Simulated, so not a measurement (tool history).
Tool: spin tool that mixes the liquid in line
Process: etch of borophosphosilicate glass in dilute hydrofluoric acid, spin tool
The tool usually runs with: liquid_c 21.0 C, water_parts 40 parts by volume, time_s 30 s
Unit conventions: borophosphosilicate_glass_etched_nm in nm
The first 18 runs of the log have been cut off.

run	hour	liquid_c	water_parts	time_s	wafers since the last listed run	hours since the thermometer was replaced	hours since the hydrofluoric acid flow meter was replaced	hours since the gauge calibration	read-back film thickness of the borophosphosilicate glass reference wafer, read on the same gauge (nm)	borophosphosilicate_glass_etched_nm
19	220.8	17.0	40	30	111	1930.7	237.2	125.3	59.99	46.82
20	231.2	21.0	25	30	108	1941.1	247.6	135.7	60.02	91.51
21	242.1	21.0	30	40	113	1952.0	258.5	146.6	59.99	100.20
# hour 253.9: thermometer replaced
22	257.2	23.5	30	30	147	3.3	273.6	161.7	60.00	78.11
23	268.5	24.5	25	15	117	14.6	284.9	173.0	59.98	49.29
24	283.0	21.0	55	30	151	29.1	299.4	187.5	60.01	37.29
25	290.6	21.0	40	30	79	36.7	307.0	195.1	59.99	52.11
26	306.4	21.0	25	25	164	52.5	322.8	210.9	60.02	71.57
27	313.5	21.0	40	30	74	59.6	329.9	218.0	60.00	52.07
28	331.5	21.0	40	30	187	77.6	347.9	236.0	59.97	52.58
29	342.8	21.0	30	25	117	88.9	359.2	247.3	59.98	59.08
30	360.6	19.5	40	15	185	106.7	377.0	265.1	60.00	24.63
31	368.2	21.0	40	30	79	114.3	384.6	272.7	60.02	52.17

Expected results for the next run?
32	382.3	21.0	40	30	147	128.4	398.7	286.8	?	?

For run 32 the tool returned read-back film thickness of the borophosphosilicate glass reference wafer, read on the same gauge (nm) 60.05, borophosphosilicate_glass_etched_nm 52.70 nm.
Were there no unlogged condition in the tool, this run, its random variation unchanged, would have produced borophosphosilicate_glass_etched_nm 52.23 nm.
